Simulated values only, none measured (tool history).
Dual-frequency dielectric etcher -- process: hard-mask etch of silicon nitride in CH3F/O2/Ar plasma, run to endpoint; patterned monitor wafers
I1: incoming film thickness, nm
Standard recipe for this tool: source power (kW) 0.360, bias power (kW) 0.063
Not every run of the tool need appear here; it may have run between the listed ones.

run 1 hour=0.0 | source_power_(kW)=0.360 bias_power_(kW)=0.063 | I1=28.09 | endpoint_time_(s)=42.9
-- hour=49.0 wet clean of the chamber
run 2 hour=49.5 | source_power_(kW)=0.360 bias_power_(kW)=0.063 | I1=28.09 | endpoint_time_(s)=42.8
run 3 hour=63.2 | source_power_(kW)=0.360 bias_power_(kW)=0.063 | I1=28.02 | endpoint_time_(s)=42.9
run 4 hour=88.0 | source_power_(kW)=0.360 bias_power_(kW)=0.063 | I1=27.94 | endpoint_time_(s)=42.8
run 5 hour=124.6 | source_power_(kW)=0.360 bias_power_(kW)=0.063 | I1=27.64 | endpoint_time_(s)=42.3
run 6 hour=158.5 | source_power_(kW)=0.360 bias_power_(kW)=0.063 | I1=28.22 | endpoint_time_(s)=43.1
run 7 hour=191.7 | source_power_(kW)=0.360 bias_power_(kW)=0.063 | I1=28.09 | endpoint_time_(s)=43.0
run 8 hour=256.8 | source_power_(kW)=0.360 bias_power_(kW)=0.063 | I1=28.29 | endpoint_time_(s)=43.2
run 9 hour=304.6 | source_power_(kW)=0.360 bias_power_(kW)=0.063 | I1=28.38 | endpoint_time_(s)=43.0
run 10 hour=352.5 | source_power_(kW)=0.360 bias_power_(kW)=0.063 | I1=27.82 | endpoint_time_(s)=42.4
run 11 hour=413.0 | source_power_(kW)=0.360 bias_power_(kW)=0.063 | I1=28.39 | endpoint_time_(s)=43.5
-- hour=437.5 wet clean of the chamber
run 12 hour=464.1 | source_power_(kW)=0.360 bias_power_(kW)=0.056 | I1=28.26 | endpoint_time_(s)=43.7
run 13 hour=515.9 | source_power_(kW)=0.390 bias_power_(kW)=0.071 | I1=28.21 | endpoint_time_(s)=41.2
run 14 hour=550.2 | source_power_(kW)=0.290 bias_power_(kW)=0.072 | I1=28.38 | endpoint_time_(s)=44.5
run 15 hour=604.6 | source_power_(kW)=0.390 bias_power_(kW)=0.071 | I1=28.15 | endpoint_time_(s)=40.7
-- hour=627.3 bias power generator calibrated
run 16 hour=673.2 | source_power_(kW)=0.290 bias_power_(kW)=0.072 | I1=28.37 | endpoint_time_(s)=44.8
run 17 hour=726.7 | source_power_(kW)=0.420 bias_power_(kW)=0.068 | I1=28.23 | endpoint_time_(s)=40.7
run 18 hour=753.1 | source_power_(kW)=0.390 bias_power_(kW)=0.071 | I1=28.20 | endpoint_time_(s)=40.9
run 19 hour=785.7 | source_power_(kW)=0.330 bias_power_(kW)=0.047 | I1=28.32 | endpoint_time_(s)=46.9
-- hour=843.3 wet clean of the chamber
run 20 hour=843.8 | source_power_(kW)=0.360 bias_power_(kW)=0.063 | I1=28.11 | endpoint_time_(s)=42.9
-- hour=854.1 source power generator calibrated
-- hour=998.8 upper electrode replaced
run 21 hour=1023.6 | source_power_(kW)=0.360 bias_power_(kW)=0.063 | I1=28.24 | endpoint_time_(s)=43.3
run 22 hour=1057.2 | source_power_(kW)=0.440 bias_power_(kW)=0.058 | I1=28.13 | endpoint_time_(s)=41.3
run 23 hour=1092.9 | source_power_(kW)=0.360 bias_power_(kW)=0.068 | I1=28.35 | endpoint_time_(s)=42.5
run 24 hour=1141.7 | source_power_(kW)=0.440 bias_power_(kW)=0.055 | I1=27.97 | endpoint_time_(s)=41.6
run 25 hour=1182.7 | source_power_(kW)=0.280 bias_power_(kW)=0.069 | I1=28.24 | endpoint_time_(s)=45.3
run 26 hour=1218.3 | source_power_(kW)=0.450 bias_power_(kW)=0.078 | I1=28.02 | endpoint_time_(s)=38.4
-- hour=1250.8 wet clean of the chamber
run 27 hour=1255.4 | source_power_(kW)=0.360 bias_power_(kW)=0.063 | I1=28.07 | endpoint_time_(s)=42.7

What if the next run were any one of these 4? Each begins from the tool's condition after run 27:
run A hour=1255.8 | source_power_(kW)=0.360 bias_power_(kW)=0.075 | I1=28.01 | endpoint_time_(s)=?
run B hour=1255.8 | source_power_(kW)=0.290 bias_power_(kW)=0.052 | I1=28.01 | endpoint_time_(s)=?
run C hour=1255.8 | source_power_(kW)=0.430 bias_power_(kW)=0.077 | I1=28.01 | endpoint_time_(s)=?
run D hour=1255.8 | source_power_(kW)=0.290 bias_power_(kW)=0.051 | I1=28.01 | endpoint_time_(s)=?

run=A endpoint_time_(s)=41.1
run=B endpoint_time_(s)=46.9
run=C endpoint_time_(s)=38.9
run=D endpoint_time_(s)=47.0
Without the tool's hidden state the same runs would have given:
run=A endpoint_time_(s)=41.1
run=B endpoint_time_(s)=46.9
run=C endpoint_time_(s)=38.9
run=D endpoint_time_(s)=47.0

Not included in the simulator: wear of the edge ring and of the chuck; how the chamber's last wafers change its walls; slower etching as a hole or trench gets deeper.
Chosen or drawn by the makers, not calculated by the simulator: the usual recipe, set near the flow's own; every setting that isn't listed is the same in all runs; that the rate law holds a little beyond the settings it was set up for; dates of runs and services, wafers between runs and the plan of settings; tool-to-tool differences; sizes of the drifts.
